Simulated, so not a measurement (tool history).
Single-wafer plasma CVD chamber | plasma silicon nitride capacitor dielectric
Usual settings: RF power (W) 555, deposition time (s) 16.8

| run | hour | RF power (W) | deposition time (s) | read-back reference wafer on the same gauge, thickness_nm | mean film thickness on the monitor wafer (nm) |
|---|---|---|---|---|---|
| 1 | 0 | 555 | 16.8 | 29.403 | 26.916 |
| 2 | 15 | 555 | 16.8 | 29.395 | 27.017 |
| 3 | 27.8 | 470 | 16.8 | 29.409 | 25.592 |
| 4 | 57.3 | 470 | 16.8 | 29.411 | 25.471 |
| 5 | 79.8 | 555 | 16.8 | 29.4 | 26.908 |
| 6 | 105.9 | 645 | 18.5 | 29.409 | 30.723 |
|  | 139.8 | gauge calibrated |
| 7 | 140.9 | 645 | 18.5 | 29.371 | 30.902 |
| 8 | 159.9 | 645 | 18.5 | 29.396 | 31 |
| 9 | 180.5 | 555 | 16.8 | 29.409 | 26.804 |
| 10 | 198.2 | 555 | 16.8 | 29.385 | 26.818 |
| 11 | 213.7 | 555 | 16.8 | 29.412 | 26.859 |
| 12 | 230.7 | 555 | 16.8 | 29.395 | 26.745 |
| 13 | 253.4 | 635 | 16.8 | 29.403 | 27.834 |
| 14 | 286.1 | 555 | 19.3 | 29.399 | 30.71 |
| 15 | 309.5 | 555 | 19.3 | 29.397 | 30.805 |
| 16 | 343.1 | 555 | 16.8 | 29.389 | 26.762 |
| 17 | 362.7 | 555 | 16.8 | 29.398 | 26.822 |
| 18 | 382.4 | 555 | 17.9 | 29.388 | 28.589 |
| 19 | 406.9 | 555 | 17.9 | 29.402 | 28.544 |
| 20 | 433.6 | 485 | 16.8 | 29.41 | 25.769 |
| 21 | 463.8 | 610 | 17.8 | 29.399 | 29.102 |
| 22 | 507.4 | 500 | 14.3 | 29.389 | 22.058 |
| 23 | 542.2 | 555 | 16.8 | 29.391 | 26.775 |
|  | 570.1 | showerhead replaced |
|  | 571.8 | RF generator calibrated |
| 24 | 572.3 | 640 | 18.2 | 29.414 | 30.822 |
| 25 | 588.9 | 555 | 13.8 | 29.387 | 22.449 |
| 26 | 621.6 | 635 | 20 | 29.393 | 33.68 |
| 27 | 639.2 | 495 | 18.3 | 29.4 | 28.818 |
| 28 | 668.2 | 555 | 15.4 | 29.394 | 24.904 |
| 29 | 686 | 640 | 14.9 | 29.382 | 25.248 |
| 30 | 715.6 | 555 | 16.8 | 29.409 | 27.207 |
| 31 | 733.5 | 555 | 16.8 | 29.398 | 27.136 |
| 32 | 767.7 | 595 | 18.4 | 29.387 | 30.539 |
| 33 | 793.1 | 500 | 14.3 | 29.417 | 22.479 |
| 34 | 807.3 | 660 | 15.7 | 29.397 | 26.674 |
|  | 827.5 | gauge calibrated |
| 35 | 828.6 | 635 | 20 | 29.401 | 33.582 |
| 36 | 844.6 | 605 | 19.5 | 29.393 | 32.485 |
| 37 | 857.3 | 635 | 17.7 | 29.395 | 29.803 |
| 38 | 892.3 | 600 | 19.7 | 29.399 | 32.561 |
| 39 | 908.3 | 555 | 16.8 | 29.408 | 27.162 |
| 40 | 943.5 | 480 | 20 | 29.378 | 31.17 |
| 41 | 977.7 | 655 | 15.2 | 29.412 | 25.719 |
| 42 | 1007.7 | 625 | 16.8 | 29.394 | 28.043 |
| 43 | 1021 | 465 | 20.1 | 29.42 | 30.763 |
| 44 | 1054.7 | 475 | 15.8 | 29.404 | 24.473 |
| 45 | 1079.2 | 495 | 14.7 | 29.41 | 22.795 |

Hidden state or all else? Some run-to-run changes of mean film thickness on the monitor wafer (nm), split into what the settings, what came in and random variation would give without the hidden state, and what is left for the hidden state (with any gauge scatter that isn't in both results):
The hidden state here: delivered RF power above the setpoint (%); gauge reads high (%).
Run 21 -> 22: RF power (W) 610 -> 500, deposition time (s) 17.8 -> 14.3. mean film thickness on the monitor wafer (nm) -7.044: hidden state +0.138, all else -7.182.
Run 22 -> 23: RF power (W) 500 -> 555, deposition time (s) 14.3 -> 16.8. mean film thickness on the monitor wafer (nm) +4.717: hidden state -0.115, all else +4.832.
Run 23 -> 24: RF power (W) 555 -> 640, deposition time (s) 16.8 -> 18.2, showerhead replaced, RF generator calibrated. mean film thickness on the monitor wafer (nm) +4.047: hidden state +0.535, all else +3.512.
Run 24 -> 25: RF power (W) 640 -> 555, deposition time (s) 18.2 -> 13.8. mean film thickness on the monitor wafer (nm) -8.373: hidden state +0.011, all else -8.384.
Run 25 -> 26: RF power (W) 555 -> 635, deposition time (s) 13.8 -> 20. mean film thickness on the monitor wafer (nm) +11.231: hidden state -0.036, all else +11.267.
Run 32 -> 33: RF power (W) 595 -> 500, deposition time (s) 18.4 -> 14.3. mean film thickness on the monitor wafer (nm) -8.06: hidden state +0.027, all else -8.087.

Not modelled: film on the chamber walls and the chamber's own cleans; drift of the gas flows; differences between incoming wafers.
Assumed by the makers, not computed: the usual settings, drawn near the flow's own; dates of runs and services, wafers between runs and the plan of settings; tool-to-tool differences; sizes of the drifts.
